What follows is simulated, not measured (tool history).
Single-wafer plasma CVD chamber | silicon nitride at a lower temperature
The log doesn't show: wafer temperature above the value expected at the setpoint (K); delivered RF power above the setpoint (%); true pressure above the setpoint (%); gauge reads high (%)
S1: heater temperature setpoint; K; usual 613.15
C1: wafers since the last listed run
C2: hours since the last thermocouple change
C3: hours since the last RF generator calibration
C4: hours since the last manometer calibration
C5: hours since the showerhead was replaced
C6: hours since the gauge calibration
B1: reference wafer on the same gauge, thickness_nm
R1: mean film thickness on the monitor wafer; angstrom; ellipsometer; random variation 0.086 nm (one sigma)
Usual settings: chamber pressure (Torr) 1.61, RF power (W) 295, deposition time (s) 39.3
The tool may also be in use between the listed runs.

run 1 hour=0.0 | S1=613.15 chamber_pressure_(Torr)=1.79 RF_power_(W)=310 deposition_time_(s)=39.3 | C1=0 C2=1242.9 C3=1633.3 C4=2227.0 C5=4044.4 C6=322.1 | B1=39.201 | R1=462.09
run 2 hour=29.1 | S1=613.15 chamber_pressure_(Torr)=1.79 RF_power_(W)=310 deposition_time_(s)=39.3 | C1=427 C2=1272.0 C3=1662.4 C4=2256.1 C5=4073.5 C6=351.2 | B1=39.201 | R1=462.53
run 3 hour=62.7 | S1=613.15 chamber_pressure_(Torr)=1.61 RF_power_(W)=295 deposition_time_(s)=39.3 | C1=493 C2=1305.6 C3=1696.0 C4=2289.7 C5=4107.1 C6=384.8 | B1=39.208 | R1=433.14
run 4 hour=84.3 | S1=613.15 chamber_pressure_(Torr)=1.61 RF_power_(W)=295 deposition_time_(s)=39.3 | C1=317 C2=1327.2 C3=1717.6 C4=2311.3 C5=4128.7 C6=406.4 | B1=39.201 | R1=434.77
-- hour=113.2 RF generator calibrated
-- hour=118.6 thermocouple changed; heater temperature recalibrated
run 5 hour=119.1 | S1=613.15 chamber_pressure_(Torr)=1.61 RF_power_(W)=295 deposition_time_(s)=39.3 | C1=312 C2=0.5 C3=5.9 C4=2346.1 C5=4163.5 C6=441.2 | B1=39.214 | R1=448.89
run 6 hour=141.8 | S1=613.15 chamber_pressure_(Torr)=1.61 RF_power_(W)=295 deposition_time_(s)=39.3 | C1=333 C2=23.2 C3=28.6 C4=2368.8 C5=4186.2 C6=463.9 | B1=39.190 | R1=449.08
run 7 hour=165.7 | S1=613.15 chamber_pressure_(Torr)=1.61 RF_power_(W)=295 deposition_time_(s)=39.3 | C1=350 C2=47.1 C3=52.5 C4=2392.7 C5=4210.1 C6=487.8 | B1=39.193 | R1=449.86
run 8 hour=188.9 | S1=613.15 chamber_pressure_(Torr)=1.61 RF_power_(W)=295 deposition_time_(s)=39.3 | C1=340 C2=70.3 C3=75.7 C4=2415.9 C5=4233.3 C6=511.0 | B1=39.207 | R1=448.48
run 9 hour=209.3 | S1=613.15 chamber_pressure_(Torr)=1.61 RF_power_(W)=330 deposition_time_(s)=39.3 | C1=299 C2=90.7 C3=96.1 C4=2436.3 C5=4253.7 C6=531.4 | B1=39.195 | R1=476.61
run 10 hour=233.3 | S1=613.15 chamber_pressure_(Torr)=1.61 RF_power_(W)=295 deposition_time_(s)=39.3 | C1=352 C2=114.7 C3=120.1 C4=2460.3 C5=4277.7 C6=555.4 | B1=39.198 | R1=448.68
-- hour=246.4 capacitance manometer re-zeroed and calibrated
run 11 hour=262.0 | S1=613.15 chamber_pressure_(Torr)=1.61 RF_power_(W)=295 deposition_time_(s)=39.3 | C1=303 C2=143.4 C3=148.8 C4=15.6 C5=4306.4 C6=584.1 | B1=39.194 | R1=460.31
run 12 hour=292.4 | S1=608.15 chamber_pressure_(Torr)=1.21 RF_power_(W)=325 deposition_time_(s)=34.1 | C1=446 C2=173.8 C3=179.2 C4=46.0 C5=4336.8 C6=614.5 | B1=39.189 | R1=384.64
-- hour=334.1 gauge calibrated
run 13 hour=365.3 | S1=626.15 chamber_pressure_(Torr)=1.84 RF_power_(W)=295 deposition_time_(s)=39.3 | C1=1070 C2=246.7 C3=252.1 C4=118.9 C5=4409.7 C6=31.2 | B1=39.179 | R1=475.32
run 14 hour=390.1 | S1=613.15 chamber_pressure_(Torr)=1.61 RF_power_(W)=295 deposition_time_(s)=39.3 | C1=364 C2=271.5 C3=276.9 C4=143.7 C5=4434.5 C6=56.0 | B1=39.192 | R1=457.61
-- hour=404.2 showerhead replaced
run 15 hour=404.9 | S1=613.15 chamber_pressure_(Torr)=1.61 RF_power_(W)=295 deposition_time_(s)=39.3 | C1=99 C2=286.3 C3=291.7 C4=158.5 C5=0.7 C6=70.8 | B1=39.207 | R1=457.03
run 16 hour=419.0 | S1=613.15 chamber_pressure_(Torr)=1.61 RF_power_(W)=280 deposition_time_(s)=36.1 | C1=206 C2=300.4 C3=305.8 C4=172.6 C5=14.8 C6=84.9 | B1=39.208 | R1=408.63
run 17 hour=450.9 | S1=604.15 chamber_pressure_(Torr)=1.61 RF_power_(W)=295 deposition_time_(s)=39.3 | C1=468 C2=332.3 C3=337.7 C4=204.5 C5=46.7 C6=116.8 | B1=39.195 | R1=457.61
run 18 hour=465.1 | S1=608.15 chamber_pressure_(Torr)=1.61 RF_power_(W)=325 deposition_time_(s)=39.3 | C1=208 C2=346.5 C3=351.9 C4=218.7 C5=60.9 C6=131.0 | B1=39.199 | R1=483.24
run 19 hour=482.3 | S1=601.15 chamber_pressure_(Torr)=1.61 RF_power_(W)=240 deposition_time_(s)=39.3 | C1=252 C2=363.7 C3=369.1 C4=235.9 C5=78.1 C6=148.2 | B1=39.202 | R1=409.79
run 20 hour=513.3 | S1=602.15 chamber_pressure_(Torr)=1.81 RF_power_(W)=295 deposition_time_(s)=39.3 | C1=455 C2=394.7 C3=400.1 C4=266.9 C5=109.1 C6=179.2 | B1=39.201 | R1=474.54
run 21 hour=527.9 | S1=613.15 chamber_pressure_(Torr)=1.61 RF_power_(W)=295 deposition_time_(s)=39.3 | C1=214 C2=409.3 C3=414.7 C4=281.5 C5=123.7 C6=193.8 | B1=39.210 | R1=456.52
run 22 hour=549.4 | S1=613.15 chamber_pressure_(Torr)=1.61 RF_power_(W)=295 deposition_time_(s)=39.3 | C1=315 C2=430.8 C3=436.2 C4=303.0 C5=145.2 C6=215.3 | B1=39.208 | R1=455.13
run 23 hour=564.5 | S1=627.15 chamber_pressure_(Torr)=1.61 RF_power_(W)=315 deposition_time_(s)=39.3 | C1=221 C2=445.9 C3=451.3 C4=318.1 C5=160.3 C6=230.4 | B1=39.192 | R1=470.42
run 24 hour=598.9 | S1=613.15 chamber_pressure_(Torr)=1.61 RF_power_(W)=350 deposition_time_(s)=42.2 | C1=504 C2=480.3 C3=485.7 C4=352.5 C5=194.7 C6=264.8 | B1=39.201 | R1=536.79
run 25 hour=632.7 | S1=613.15 chamber_pressure_(Torr)=1.77 RF_power_(W)=250 deposition_time_(s)=45.6 | C1=496 C2=514.1 C3=519.5 C4=386.3 C5=228.5 C6=298.6 | B1=39.194 | R1=494.36
run 26 hour=658.1 | S1=613.15 chamber_pressure_(Torr)=1.61 RF_power_(W)=295 deposition_time_(s)=46.8 | C1=372 C2=539.5 C3=544.9 C4=411.7 C5=253.9 C6=324.0 | B1=39.201 | R1=539.06
run 27 hour=672.4 | S1=613.15 chamber_pressure_(Torr)=1.86 RF_power_(W)=295 deposition_time_(s)=39.3 | C1=209 C2=553.8 C3=559.2 C4=426.0 C5=268.2 C6=338.3 | B1=39.204 | R1=475.21
run 28 hour=688.9 | S1=613.15 chamber_pressure_(Torr)=1.61 RF_power_(W)=255 deposition_time_(s)=39.3 | C1=242 C2=570.3 C3=575.7 C4=442.5 C5=284.7 C6=354.8 | B1=39.193 | R1=419.21
run 29 hour=708.0 | S1=626.15 chamber_pressure_(Torr)=1.61 RF_power_(W)=255 deposition_time_(s)=39.3 | C1=280 C2=589.4 C3=594.8 C4=461.6 C5=303.8 C6=373.9 | B1=39.198 | R1=416.50

Forecast each of these 4 alternatives for the next run:
run A hour=708.4 | S1=613.15 chamber_pressure_(Torr)=1.61 RF_power_(W)=295 deposition_time_(s)=39.3 | C1=5 C2=589.8 C3=595.2 C4=462.0 C5=304.2 C6=374.3 | B1=? | R1=?
run B hour=708.4 | S1=613.15 chamber_pressure_(Torr)=1.61 RF_power_(W)=275 deposition_time_(s)=39.3 | C1=5 C2=589.8 C3=595.2 C4=462.0 C5=304.2 C6=374.3 | B1=? | R1=?
run C hour=708.4 | S1=613.15 chamber_pressure_(Torr)=1.27 RF_power_(W)=350 deposition_time_(s)=39.3 | C1=5 C2=589.8 C3=595.2 C4=462.0 C5=304.2 C6=374.3 | B1=? | R1=?
run D hour=708.4 | S1=620.15 chamber_pressure_(Torr)=1.61 RF_power_(W)=320 deposition_time_(s)=45.2 | C1=5 C2=589.8 C3=595.2 C4=462.0 C5=304.2 C6=374.3 | B1=? | R1=?

run=A B1=39.207 R1=454.80
run=B B1=39.207 R1=437.52
run=C B1=39.207 R1=462.35
run=D B1=39.207 R1=545.62
Without the tool's hidden state the same runs would have given:
run=A R1=466.38
run=B R1=448.70
run=C R1=473.75
run=D R1=559.25

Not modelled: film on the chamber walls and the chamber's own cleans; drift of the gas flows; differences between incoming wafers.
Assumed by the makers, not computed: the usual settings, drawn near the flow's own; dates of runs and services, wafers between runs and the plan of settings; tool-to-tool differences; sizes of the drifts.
